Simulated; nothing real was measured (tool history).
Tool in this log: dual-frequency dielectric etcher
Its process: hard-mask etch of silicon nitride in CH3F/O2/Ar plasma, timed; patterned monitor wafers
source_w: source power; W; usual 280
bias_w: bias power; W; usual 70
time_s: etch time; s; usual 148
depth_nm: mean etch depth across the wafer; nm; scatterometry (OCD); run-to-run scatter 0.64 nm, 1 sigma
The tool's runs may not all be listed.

run	hour	source_w	bias_w	time_s	read-back reference wafer on the same gauge, depth_nm	depth_nm
1	0	240	75	148	80.2	94.1
# hour 22.8: wet clean of the chamber
2	83.3	280	70	148	80.2	92.9
3	145.3	280	70	148	80.5	94.2
4	235	280	70	148	80.3	95.9
5	277.4	280	70	148	80.2	94.9
6	374.2	280	70	148	80.7	97.9
# hour 462.8: wet clean of the chamber
7	467.8	230	70	117	80.5	66.9
8	572	230	70	117	80.4	65.5
9	616.3	230	70	117	80.4	67.1
10	679.6	280	70	148	80.4	95.3
# hour 749.1: upper electrode replaced
11	749.6	230	70	148	80.5	85.1
12	809.4	230	70	148	80.4	86.7
# hour 839.3: gauge calibrated
# hour 860: wet clean of the chamber
13	901.3	280	70	148	80.5	93.6
14	943.7	280	85	148	80.4	101.7
15	1010.7	240	70	161.5	80.6	94.1
16	1076.7	280	70	148	80.6	95.2
# hour 1210.1: wet clean of the chamber
# hour 1273.3: bias power generator calibrated
17	1368	280	65	176	80.5	109.5
# hour 1397.9: source power generator calibrated
18	1410.4	320	75	184.5	80.4	130.5
19	1502.6	240	75	148	80.7	93.5
20	1576.2	250	87	148	80.3	102.7
21	1639.4	220	58	172.5	80.3	91.9
# hour 1665.2: wet clean of the chamber
22	1687.1	260	80	166.5	80.4	107
23	1746.1	280	70	121	80.3	77.5
24	1804.1	240	70	148	80.3	86.9

What if the next run were any one of these 3? Each begins from the tool's condition after run 24:
A	1804.6	280	70	148	?	?
B	1804.6	240	54	132.5	?	?
C	1804.6	280	70	188	?	?

run	read-back reference wafer on the same gauge, depth_nm	depth_nm
A	80.4	94.6
B	80.4	69.2
C	80.4	120.2
What these runs would have given with no unlogged condition in the tool:
run	depth_nm
A	93.1
B	68.1
C	118.3

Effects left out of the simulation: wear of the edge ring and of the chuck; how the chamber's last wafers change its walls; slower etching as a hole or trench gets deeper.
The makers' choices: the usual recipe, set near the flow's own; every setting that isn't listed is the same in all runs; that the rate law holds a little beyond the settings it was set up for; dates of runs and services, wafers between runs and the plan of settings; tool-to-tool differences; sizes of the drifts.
